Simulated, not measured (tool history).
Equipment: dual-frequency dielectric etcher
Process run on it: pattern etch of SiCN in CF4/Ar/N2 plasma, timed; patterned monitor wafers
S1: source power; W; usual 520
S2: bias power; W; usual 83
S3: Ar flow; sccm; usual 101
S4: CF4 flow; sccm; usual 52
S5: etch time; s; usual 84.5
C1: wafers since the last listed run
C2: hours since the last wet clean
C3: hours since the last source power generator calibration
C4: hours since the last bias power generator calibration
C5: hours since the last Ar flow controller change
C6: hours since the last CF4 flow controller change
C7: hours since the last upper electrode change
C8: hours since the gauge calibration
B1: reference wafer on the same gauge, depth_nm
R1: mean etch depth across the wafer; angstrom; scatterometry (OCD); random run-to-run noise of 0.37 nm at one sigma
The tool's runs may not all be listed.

run 1 hour=0 | S1=520 S2=83 S3=101 S4=52 S5=73.5 | C1=0 C2=371.8 C3=3197.5 C4=1662.5 C5=3402.9 C6=3350.5 C7=5746.2 C8=554.1 | B1=93.8 | R1=782
-- hour=61.3 wet clean of the chamber
run 2 hour=63.3 | S1=520 S2=83 S3=101 S4=52 S5=72 | C1=563 C2=2 C3=3260.8 C4=1725.8 C5=3466.2 C6=3413.8 C7=5809.5 C8=617.4 | B1=93.7 | R1=740
run 3 hour=170.2 | S1=520 S2=83 S3=101 S4=52 S5=72 | C1=1533 C2=108.9 C3=3367.7 C4=1832.7 C5=3573.1 C6=3520.7 C7=5916.4 C8=724.3 | B1=93.6 | R1=743
run 4 hour=210.9 | S1=520 S2=83 S3=101 S4=52 S5=84.5 | C1=583 C2=149.6 C3=3408.4 C4=1873.4 C5=3613.8 C6=3561.4 C7=5957.1 C8=765 | B1=93.7 | R1=879
run 5 hour=268.6 | S1=520 S2=83 S3=101 S4=52 S5=84.5 | C1=827 C2=207.3 C3=3466.1 C4=1931.1 C5=3671.5 C6=3619.1 C7=6014.8 C8=822.7 | B1=93.7 | R1=882
run 6 hour=371.9 | S1=520 S2=83 S3=101 S4=52 S5=84.5 | C1=1481 C2=310.6 C3=3569.4 C4=2034.4 C5=3774.8 C6=3722.4 C7=6118.1 C8=926 | B1=93.6 | R1=893
run 7 hour=448 | S1=520 S2=77 S3=101 S4=52 S5=84.5 | C1=1091 C2=386.7 C3=3645.5 C4=2110.5 C5=3850.9 C6=3798.5 C7=6194.2 C8=1002.1 | B1=93.7 | R1=878
-- hour=478.5 wet clean of the chamber
run 8 hour=485.3 | S1=520 S2=77 S3=101 S4=52 S5=84.5 | C1=190 C2=6.8 C3=3682.8 C4=2147.8 C5=3888.2 C6=3835.8 C7=6231.5 C8=1039.4 | B1=93.7 | R1=836
-- hour=529.9 gauge calibrated
run 9 hour=544.9 | S1=520 S2=77 S3=101 S4=52 S5=84.5 | C1=854 C2=66.4 C3=3742.4 C4=2207.4 C5=3947.8 C6=3895.4 C7=6291.1 C8=15 | B1=93.7 | R1=841
run 10 hour=652.8 | S1=520 S2=83 S3=101 S4=52 S5=84.5 | C1=1547 C2=174.3 C3=3850.3 C4=2315.3 C5=4055.7 C6=4003.3 C7=6399 C8=122.9 | B1=93.7 | R1=874

Run 11 comes next. What will it give?
run 11 hour=740.7 | S1=520 S2=83 S3=101 S4=52 S5=84.5 | C1=1260 C2=262.2 C3=3938.2 C4=2403.2 C5=4143.6 C6=4091.2 C7=6486.9 C8=210.8 | B1=? | R1=?

Run 11 yielded B1 93.6, R1 883 angstrom.
With the hidden condition absent and the run-to-run variation left alone, this run would have shown R1 855 angstrom.
